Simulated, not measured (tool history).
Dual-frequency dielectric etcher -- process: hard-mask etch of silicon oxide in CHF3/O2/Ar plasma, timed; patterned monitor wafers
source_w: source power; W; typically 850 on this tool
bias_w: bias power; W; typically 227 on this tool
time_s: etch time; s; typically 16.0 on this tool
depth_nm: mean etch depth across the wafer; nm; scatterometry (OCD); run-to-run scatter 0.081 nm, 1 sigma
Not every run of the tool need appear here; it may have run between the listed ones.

| run | hour | source_w | bias_w | time_s | read-back reference wafer on the same gauge, depth_nm | depth_nm |
|---|---|---|---|---|---|---|
| 1 | 0.0 | 850 | 227 | 16.0 | 46.90 | 40.44 |
| 2 | 16.0 | 850 | 212 | 16.0 | 46.89 | 39.74 |
| 3 | 45.5 | 850 | 212 | 16.0 | 46.92 | 39.69 |
| 4 | 80.3 | 850 | 212 | 16.0 | 46.90 | 39.63 |
| 5 | 100.5 | 850 | 227 | 16.0 | 46.90 | 40.42 |
| 6 | 126.9 | 850 | 227 | 17.5 | 46.91 | 44.30 |
| 7 | 160.9 | 850 | 227 | 16.0 | 46.90 | 40.42 |
| 8 | 184.3 | 850 | 227 | 16.0 | 46.91 | 40.38 |
| 9 | 217.4 | 1010 | 271 | 19.5 | 46.92 | 56.01 |
| 10 | 233.4 | 1010 | 177 | 11.0 | 46.89 | 27.92 |
| 11 | 247.3 | 850 | 276 | 16.0 | 46.91 | 42.83 |
| 12 | 341.6 | 850 | 227 | 18.0 | 46.90 | 45.40 |
| 13 | 359.8 | 1010 | 227 | 16.0 | 46.88 | 43.55 |
|  | 402.0 | upper electrode replaced |
| 14 | 402.5 | 1000 | 271 | 16.0 | 46.91 | 45.64 |
| 15 | 406.2 | 970 | 171 | 19.5 | 46.91 | 48.40 |
|  | 416.1 | gauge calibrated |
|  | 421.4 | bias power generator calibrated |
| 16 | 429.7 | 850 | 204 | 16.0 | 46.88 | 38.69 |
|  | 454.7 | wet clean of the chamber |
| 17 | 495.6 | 1040 | 227 | 16.0 | 46.90 | 43.43 |
| 18 | 511.6 | 1030 | 198 | 13.5 | 46.90 | 35.14 |
|  | 519.0 | source power generator calibrated |
| 19 | 542.4 | 930 | 227 | 19.5 | 46.87 | 50.71 |
| 20 | 571.0 | 850 | 227 | 16.0 | 46.91 | 39.98 |
| 21 | 591.7 | 1020 | 211 | 16.0 | 46.89 | 42.21 |
| 22 | 622.5 | 850 | 227 | 16.0 | 46.89 | 39.92 |
| 23 | 649.5 | 850 | 185 | 13.0 | 46.89 | 30.59 |
| 24 | 669.8 | 850 | 227 | 16.0 | 46.91 | 39.80 |
| 25 | 697.4 | 850 | 208 | 14.5 | 46.90 | 35.23 |
| 26 | 785.3 | 850 | 256 | 16.0 | 46.91 | 41.29 |
| 27 | 803.9 | 850 | 184 | 16.0 | 46.92 | 37.61 |
| 28 | 824.9 | 850 | 256 | 16.0 | 46.90 | 41.43 |
| 29 | 838.2 | 850 | 227 | 16.0 | 46.90 | 39.96 |
| 30 | 868.9 | 850 | 227 | 12.0 | 46.89 | 30.04 |
| 31 | 898.9 | 690 | 201 | 16.0 | 46.91 | 35.41 |

What if the next run were any one of these 3? Each begins from the tool's condition after run 31:
| A | 899.3 | 850 | 227 | 16.0 | ? | ? |
| B | 899.3 | 850 | 263 | 17.5 | ? | ? |
| C | 899.3 | 850 | 227 | 13.5 | ? | ? |

| run | read-back reference wafer on the same gauge, depth_nm | depth_nm |
|---|---|---|
| A | 46.91 | 40.03 |
| B | 46.91 | 45.72 |
| C | 46.91 | 33.78 |
Without the tool's hidden state the same runs would have given:
| run | depth_nm |
|---|---|
| A | 40.24 |
| B | 45.96 |
| C | 33.95 |

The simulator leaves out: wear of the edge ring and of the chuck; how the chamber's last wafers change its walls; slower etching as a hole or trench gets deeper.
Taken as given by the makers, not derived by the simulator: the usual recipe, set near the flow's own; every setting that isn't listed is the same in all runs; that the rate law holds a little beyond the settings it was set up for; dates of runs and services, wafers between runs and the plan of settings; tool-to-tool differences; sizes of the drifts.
